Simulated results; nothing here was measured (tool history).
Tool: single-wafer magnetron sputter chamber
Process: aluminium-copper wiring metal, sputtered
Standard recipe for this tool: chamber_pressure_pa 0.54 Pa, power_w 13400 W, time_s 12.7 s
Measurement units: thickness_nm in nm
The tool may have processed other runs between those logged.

run    hour  chamber_pressure_pa  power_w  time_s  wafers since the last listed run  wafers on the sputter target  hours since the last manometer calibration  hours since the magnet pack was replaced  hours since the gauge calibration  read-back reference wafer on the same gauge, thickness_nm  thickness_nm
  1       0                 0.54    13400    11.2                                 0                          3525                                        1187                                    5255.7                              937.2                                                    286.869        263.12
  2    77.3                 0.54    13400    12.7                              1827                          5352                                      1264.3                                      5333                             1014.5                                                    286.545       295.531
  3   115.4                 0.54    13400    12.7                               900                          6252                                      1302.4                                    5371.1                             1052.6                                                    287.218       295.742
        194  -- gauge calibrated
  4   220.1                 0.54    13400    12.7                              2474                          8727                                      1407.1                                    5475.8                               26.1                                                    287.044        293.58
      249.5  -- sputter target and shields replaced
  5   275.8                 0.54    13400    12.7                              1127                           620                                      1462.8                                    5531.5                               81.8                                                    287.269       299.483
      307.9  -- capacitance manometer re-zeroed and calibrated
  6   355.7                 0.54    13400    12.7                              1699                          2320                                        47.8                                    5611.4                              161.7                                                    286.759       304.951
  7     422                 0.54    13400    12.7                              1567                          3887                                       114.1                                    5677.7                                228                                                    287.143       303.473
  8   586.6                 0.54    13400    12.7                              3890                          7777                                       278.7                                    5842.3                              392.6                                                    287.268       299.353
  9   630.3                 0.54    13400    12.7                              1032                          8810                                       322.4                                      5886                              436.3                                                    286.674       296.762
 10   679.4                 0.54    15700    12.7                              1160                          9971                                       371.5                                    5935.1                              485.4                                                    287.433       344.707
      714.8  -- sputter target and shields replaced
 11     749                 0.54    15700    12.7                              1456                           807                                       441.1                                    6004.7                                555                                                    286.866       353.768
 12     794                 0.54    15700    12.7                              1063                          1871                                       486.1                                    6049.7                                600                                                     286.84       353.493
 13   865.1                 0.54    13400    10.9                              1680                          3551                                       557.2                                    6120.8                              671.1                                                    286.728       258.262
      968.4  -- magnet pack replaced
 14   968.9                 0.54    13400    12.7                              2264                          5815                                         661                                       0.5                              774.9                                                    286.929       301.744
 15  1054.1                 0.54    13400    12.7                              2013                          7829                                       746.2                                      85.7                              860.1                                                     287.41       297.787
     1120.8  -- sputter target and shields replaced
 16  1124.8                0.349    14850    10.5                              1482                            95                                       816.9                                     156.4                              930.8                                                    287.642        302.76
 17  1365.7                 0.54    10600    12.7                              5694                          5789                                      1057.8                                     397.3                             1171.7                                                    286.945       235.917
       1382  -- gauge calibrated
 18  1429.3                0.462    13400      15                              1503                          7292                                      1121.4                                     460.9                               47.3                                                    287.361       365.782
 19  1477.5                0.398    15100    10.4                              1139                          8431                                      1169.6                                     509.1                               95.5                                                    287.161       291.458
 20  1574.3                 0.54    13400    12.7                              2288                         10719                                      1266.4                                     605.9                              192.3                                                    286.632       290.252
     1589.4  -- sputter target and shields replaced
     1635.9  -- capacitance manometer re-zeroed and calibrated
 21  1636.4                0.383    11450    12.7                              1089                           922                                         0.5                                       668                              254.4                                                    287.557       279.879
 22  1689.8                0.436    11400    11.4                              1262                          2184                                        53.9                                     721.4                              307.8                                                    287.003       244.104
 23  1746.3                 0.54    13400    12.7                              1335                          3520                                       110.4                                     777.9                              364.3                                                    286.623       300.257
 24  1904.7                 0.54    13400    12.7                              3744                          7264                                       268.8                                     936.3                              522.7                                                    287.345       298.315
     2001.7  -- sputter target and shields replaced
 25  2002.2                0.368    15250    14.7                              2115                            10                                       366.3                                    1033.8                              620.2                                                    286.414       431.248
 26  2055.4                0.386    14450    14.6                              1257                          1268                                       419.5                                      1087                              673.4                                                    286.934       401.163
 27  2109.5                0.697    15200    14.1                              1278                          2546                                       473.6                                    1141.1                              727.5                                                    287.045       350.546

Describe how what the log doesn't record of the tool's condition differs between the last listed run preceding each entry between runs and the first listed run following it.
From run 3 to run 4: gauge calibrated (hour 194)
  deposition rate above that of a new target (%): -1.02 -> -1.89; true argon pressure above the setpoint (%): 10.2 -> 10.3
  measured result minus the result with no hidden state, thickness_nm: -10.791 -> -13.516 nm
From run 4 to run 5: sputter target and shields replaced (hour 249.5)
  deposition rate above that of a new target (%): -1.89 -> -0.173; true argon pressure above the setpoint (%): 10.3 -> 10.4
  measured result minus the result with no hidden state, thickness_nm: -13.516 -> -8.429 nm
From run 5 to run 6: capacitance manometer re-zeroed and calibrated (hour 307.9)
  deposition rate above that of a new target (%): -0.173 -> -0.312; true argon pressure above the setpoint (%): 10.4 -> -0.438
  measured result minus the result with no hidden state, thickness_nm: -8.429 -> -0.618 nm
From run 10 to run 11: sputter target and shields replaced (hour 714.8)
  deposition rate above that of a new target (%): -2.6 -> -0.0497; true argon pressure above the setpoint (%): 4.09 -> 4.72
  measured result minus the result with no hidden state, thickness_nm: -12.844 -> -4.391 nm
From run 13 to run 14: magnet pack replaced (hour 968.4)
  deposition rate above that of a new target (%): -0.332 -> -0.884; true argon pressure above the setpoint (%): 5.57 -> 6.17
  measured result minus the result with no hidden state, thickness_nm: -4.507 -> -7.442 nm
From run 15 to run 16: sputter target and shields replaced (hour 1120.8)
  deposition rate above that of a new target (%): -1.55 -> -0.128; true argon pressure above the setpoint (%): 6.58 -> 6.86
  measured result minus the result with no hidden state, thickness_nm: -9.717 -> -4.065 nm
From run 17 to run 18: gauge calibrated (hour 1382)
  deposition rate above that of a new target (%): -0.918 -> -1.38; true argon pressure above the setpoint (%): 7.55 -> 7.68
  measured result minus the result with no hidden state, thickness_nm: -6.736 -> -11.469 nm
From run 20 to run 21: sputter target and shields replaced (hour 1589.4); capacitance manometer re-zeroed and calibrated (hour 1635.9)
  deposition rate above that of a new target (%): -2.84 -> -0.207; true argon pressure above the setpoint (%): 7.92 -> 1.33
  measured result minus the result with no hidden state, thickness_nm: -14.463 -> -1.29 nm
From run 24 to run 25: sputter target and shields replaced (hour 2001.7)
  deposition rate above that of a new target (%): -1.49 -> -0.12; true argon pressure above the setpoint (%): 5.72 -> 6.78
  measured result minus the result with no hidden state, thickness_nm: -8.878 -> -5.92 nm
